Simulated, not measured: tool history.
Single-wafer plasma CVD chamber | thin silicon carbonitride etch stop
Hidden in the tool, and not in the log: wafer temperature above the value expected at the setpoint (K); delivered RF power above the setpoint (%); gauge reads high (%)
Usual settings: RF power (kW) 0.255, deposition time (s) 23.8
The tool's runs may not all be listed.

| run | hour | RF power (kW) | deposition time (s) | wafers since the last listed run | hours since the last thermocouple change | hours since the last RF generator calibration | hours since the showerhead was replaced | hours since the gauge calibration | read-back reference wafer on the same gauge, thickness_nm | mean film thickness on the monitor wafer (angstrom) |
|---|---|---|---|---|---|---|---|---|---|---|
| 1 | 0 | 0.255 | 23.8 | 0 | 1096.5 | 1748 | 3365.2 | 31.3 | 16.3 | 144.43 |
| 2 | 28.5 | 0.255 | 26.3 | 582 | 1125 | 1776.5 | 3393.7 | 59.8 | 16.293 | 158.91 |
| 3 | 53 | 0.255 | 23.8 | 500 | 1149.5 | 1801 | 3418.2 | 84.3 | 16.297 | 144.45 |
| 4 | 87.3 | 0.255 | 23.8 | 701 | 1183.8 | 1835.3 | 3452.5 | 118.6 | 16.306 | 144.59 |
| 5 | 112.5 | 0.24 | 23.8 | 515 | 1209 | 1860.5 | 3477.7 | 143.8 | 16.288 | 141.08 |
| 6 | 133.8 | 0.225 | 23.8 | 435 | 1230.3 | 1881.8 | 3499 | 165.1 | 16.297 | 137.44 |
| 7 | 149.9 | 0.225 | 23.8 | 329 | 1246.4 | 1897.9 | 3515.1 | 181.2 | 16.29 | 137.41 |
| 8 | 163.7 | 0.24 | 20.9 | 282 | 1260.2 | 1911.7 | 3528.9 | 195 | 16.315 | 123.9 |
|  | 187.4 | showerhead replaced |
| 9 | 199.6 | 0.24 | 20.9 | 570 | 1296.1 | 1947.6 | 12.2 | 230.9 | 16.302 | 123.65 |
| 10 | 212.3 | 0.255 | 23.8 | 259 | 1308.8 | 1960.3 | 24.9 | 243.6 | 16.304 | 143.71 |
| 11 | 243.9 | 0.255 | 22.1 | 646 | 1340.4 | 1991.9 | 56.5 | 275.2 | 16.3 | 133.64 |
| 12 | 256.8 | 0.23 | 22.4 | 263 | 1353.3 | 2004.8 | 69.4 | 288.1 | 16.306 | 130.28 |
|  | 266.1 | gauge calibrated |
| 13 | 273.5 | 0.255 | 23.8 | 341 | 1370 | 2021.5 | 86.1 | 7.4 | 16.306 | 143.83 |
| 14 | 302.6 | 0.22 | 25.8 | 594 | 1399.1 | 2050.6 | 115.2 | 36.5 | 16.3 | 147.87 |
|  | 330.3 | thermocouple changed; heater temperature recalibrated |
| 15 | 335.8 | 0.23 | 21.7 | 515 | 5.5 | 2083.8 | 148.4 | 69.7 | 16.308 | 126.11 |
| 16 | 364.3 | 0.225 | 25.8 | 582 | 34 | 2112.3 | 176.9 | 98.2 | 16.299 | 148.56 |
|  | 417.1 | RF generator calibrated |
| 17 | 417.6 | 0.255 | 23.8 | 926 | 87.3 | 0.5 | 230.2 | 151.5 | 16.3 | 146.53 |
| 18 | 440 | 0.22 | 23.8 | 457 | 109.7 | 22.9 | 252.6 | 173.9 | 16.309 | 138.82 |
| 19 | 459.3 | 0.255 | 22.1 | 394 | 129 | 42.2 | 271.9 | 193.2 | 16.304 | 135.74 |
| 20 | 488.1 | 0.255 | 21.1 | 588 | 157.8 | 71 | 300.7 | 222 | 16.306 | 129.55 |
| 21 | 510.8 | 0.21 | 21.1 | 464 | 180.5 | 93.7 | 323.4 | 244.7 | 16.295 | 121.31 |
| 22 | 538.7 | 0.225 | 20.1 | 570 | 208.4 | 121.6 | 351.3 | 272.6 | 16.301 | 117.97 |

Forecast each of these 5 alternatives for the next run:
| A | 539.1 | 0.255 | 25.5 | 8 | 208.8 | 122 | 351.7 | 273 | ? | ? |
| B | 539.1 | 0.225 | 20 | 8 | 208.8 | 122 | 351.7 | 273 | ? | ? |
| C | 539.1 | 0.29 | 20.2 | 8 | 208.8 | 122 | 351.7 | 273 | ? | ? |
| D | 539.1 | 0.28 | 27.5 | 8 | 208.8 | 122 | 351.7 | 273 | ? | ? |
| E | 539.1 | 0.305 | 21.6 | 8 | 208.8 | 122 | 351.7 | 273 | ? | ? |

| run | read-back reference wafer on the same gauge, thickness_nm | mean film thickness on the monitor wafer (angstrom) |
|---|---|---|
| A | 16.3 | 156.83 |
| B | 16.3 | 117.66 |
| C | 16.3 | 129.91 |
| D | 16.3 | 174.73 |
| E | 16.3 | 141.34 |
Without the tool's hidden state the same runs would have given:
| run | mean film thickness on the monitor wafer (angstrom) |
|---|---|
| A | 157.22 |
| B | 117.95 |
| C | 130.23 |
| D | 175.16 |
| E | 141.68 |

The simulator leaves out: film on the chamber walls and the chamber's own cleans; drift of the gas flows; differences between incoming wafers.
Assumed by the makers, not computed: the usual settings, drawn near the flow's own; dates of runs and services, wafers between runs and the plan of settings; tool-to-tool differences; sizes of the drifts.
